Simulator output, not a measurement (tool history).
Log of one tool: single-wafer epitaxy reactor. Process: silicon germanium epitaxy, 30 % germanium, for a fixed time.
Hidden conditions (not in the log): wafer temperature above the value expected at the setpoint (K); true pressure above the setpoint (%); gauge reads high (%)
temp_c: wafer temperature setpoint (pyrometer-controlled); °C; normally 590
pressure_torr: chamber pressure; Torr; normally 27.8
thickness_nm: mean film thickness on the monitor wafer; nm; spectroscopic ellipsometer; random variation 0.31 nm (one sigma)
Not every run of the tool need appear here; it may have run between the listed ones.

| run | hour | temp_c | pressure_torr | wafers since the last listed run | hours since the last pyrometer calibration | hours since the last manometer calibration | hours since the showerhead was replaced | hours since the gauge calibration | read-back reference wafer on the same gauge, thickness_nm | thickness_nm |
|---|---|---|---|---|---|---|---|---|---|---|
| 1 | 0.0 | 594 | 22.5 | 0 | 1591.7 | 1020.1 | 1155.9 | 142.9 | 59.187 | 54.518 |
| 2 | 95.4 | 580 | 26.2 | 2056 | 1687.1 | 1115.5 | 1251.3 | 238.3 | 59.209 | 47.176 |
| 3 | 187.9 | 580 | 26.2 | 1993 | 1779.6 | 1208.0 | 1343.8 | 330.8 | 59.212 | 47.692 |
| 4 | 261.9 | 590 | 27.8 | 1595 | 1853.6 | 1282.0 | 1417.8 | 404.8 | 59.218 | 58.467 |
| 5 | 328.0 | 590 | 27.8 | 1424 | 1919.7 | 1348.1 | 1483.9 | 470.9 | 59.258 | 58.044 |
| 6 | 415.7 | 587 | 23.1 | 1890 | 2007.4 | 1435.8 | 1571.6 | 558.6 | 59.224 | 49.692 |
| 7 | 507.8 | 587 | 23.1 | 1985 | 2099.5 | 1527.9 | 1663.7 | 650.7 | 59.175 | 50.378 |
| 8 | 544.6 | 587 | 23.1 | 793 | 2136.3 | 1564.7 | 1700.5 | 687.5 | 59.186 | 49.794 |
| 9 | 616.7 | 581 | 32.8 | 1554 | 2208.4 | 1636.8 | 1772.6 | 759.6 | 59.182 | 54.743 |
| 10 | 696.0 | 581 | 27.8 | 1709 | 2287.7 | 1716.1 | 1851.9 | 838.9 | 59.217 | 50.727 |
|  | 730.7 | capacitance manometer re-zeroed and calibrated |
| 11 | 745.5 | 581 | 27.8 | 894 | 2337.2 | 14.8 | 1901.4 | 888.4 | 59.187 | 50.392 |
| 12 | 798.6 | 596 | 27.8 | 1144 | 2390.3 | 67.9 | 1954.5 | 941.5 | 59.229 | 64.012 |
| 13 | 879.5 | 590 | 27.8 | 1743 | 2471.2 | 148.8 | 2035.4 | 1022.4 | 59.192 | 58.323 |
| 14 | 977.7 | 590 | 27.8 | 2116 | 2569.4 | 247.0 | 2133.6 | 1120.6 | 59.183 | 58.484 |
|  | 1186.3 | pyrometer calibrated |
| 15 | 1275.7 | 590 | 27.8 | 6251 | 89.4 | 545.0 | 2431.6 | 1418.6 | 59.138 | 56.317 |
| 16 | 1336.9 | 590 | 27.8 | 1319 | 150.6 | 606.2 | 2492.8 | 1479.8 | 59.253 | 56.393 |
| 17 | 1634.6 | 590 | 27.8 | 6417 | 448.3 | 903.9 | 2790.5 | 1777.5 | 59.131 | 56.780 |
| 18 | 1701.3 | 590 | 27.8 | 1437 | 515.0 | 970.6 | 2857.2 | 1844.2 | 59.205 | 57.056 |
| 19 | 1792.5 | 576 | 32.7 | 1965 | 606.2 | 1061.8 | 2948.4 | 1935.4 | 59.143 | 49.644 |
| 20 | 1865.8 | 600 | 27.8 | 1580 | 679.5 | 1135.1 | 3021.7 | 2008.7 | 59.221 | 66.750 |
| 21 | 1920.7 | 578 | 24.8 | 1183 | 734.4 | 1190.0 | 3076.6 | 2063.6 | 59.168 | 44.250 |
| 22 | 1973.7 | 605 | 25.6 | 1142 | 787.4 | 1243.0 | 3129.6 | 2116.6 | 59.238 | 70.267 |
|  | 2024.4 | showerhead replaced |
| 23 | 2078.7 | 590 | 27.8 | 2091 | 892.4 | 1348.0 | 54.3 | 2221.6 | 59.156 | 57.926 |
| 24 | 2155.3 | 585 | 34.0 | 1651 | 969.0 | 1424.6 | 130.9 | 2298.2 | 59.164 | 59.389 |
| 25 | 2210.9 | 602 | 21.4 | 1198 | 1024.6 | 1480.2 | 186.5 | 2353.8 | 59.155 | 61.081 |
| 26 | 2360.7 | 590 | 27.8 | 3229 | 1174.4 | 1630.0 | 336.3 | 2503.6 | 59.143 | 57.872 |
|  | 2382.4 | gauge calibrated |
| 27 | 2453.2 | 590 | 33.4 | 1993 | 1266.9 | 1722.5 | 428.8 | 70.8 | 59.274 | 64.040 |
|  | 2466.1 | capacitance manometer re-zeroed and calibrated |
| 28 | 2500.1 | 580 | 20.9 | 838 | 1313.8 | 34.0 | 475.7 | 117.7 | 59.267 | 41.632 |
| 29 | 2572.8 | 590 | 31.8 | 1567 | 1386.5 | 106.7 | 548.4 | 190.4 | 59.172 | 62.563 |
| 30 | 2623.2 | 584 | 27.8 | 1086 | 1436.9 | 157.1 | 598.8 | 240.8 | 59.185 | 52.306 |
| 31 | 2676.4 | 590 | 27.8 | 1146 | 1490.1 | 210.3 | 652.0 | 294.0 | 59.230 | 58.227 |
| 32 | 2750.8 | 575 | 21.7 | 1603 | 1564.5 | 284.7 | 726.4 | 368.4 | 59.125 | 39.283 |
| 33 | 2832.3 | 590 | 27.8 | 1756 | 1646.0 | 366.2 | 807.9 | 449.9 | 59.228 | 58.429 |
| 34 | 2917.4 | 579 | 27.8 | 1834 | 1731.1 | 451.3 | 893.0 | 535.0 | 59.219 | 49.295 |
| 35 | 2990.9 | 590 | 27.8 | 1584 | 1804.6 | 524.8 | 966.5 | 608.5 | 59.191 | 59.448 |
| 36 | 3088.5 | 590 | 27.8 | 2103 | 1902.2 | 622.4 | 1064.1 | 706.1 | 59.211 | 59.027 |

State the hidden condition of the tool at each of the runs:
true pressure above the setpoint (%): 0 on each run
gauge reads high (%): 0 on each run
H1: wafer temperature above the value expected at the setpoint (K)
| run | H1 |
|---|---|
| 1 | 3.12 |
| 2 | 3.19 |
| 3 | 3.24 |
| 4 | 3.28 |
| 5 | 3.31 |
| 6 | 3.35 |
| 7 | 3.39 |
| 8 | 3.41 |
| 9 | 3.43 |
| 10 | 3.46 |
| 11 | 3.47 |
| 12 | 3.49 |
| 13 | 3.51 |
| 14 | 3.54 |
| 15 | 1.04 |
| 16 | 1.25 |
| 17 | 2.12 |
| 18 | 2.28 |
| 19 | 2.48 |
| 20 | 2.62 |
| 21 | 2.72 |
| 22 | 2.82 |
| 23 | 2.98 |
| 24 | 3.09 |
| 25 | 3.17 |
| 26 | 3.35 |
| 27 | 3.44 |
| 28 | 3.49 |
| 29 | 3.56 |
| 30 | 3.6 |
| 31 | 3.64 |
| 32 | 3.7 |
| 33 | 3.75 |
| 34 | 3.81 |
| 35 | 3.85 |
| 36 | 3.9 |
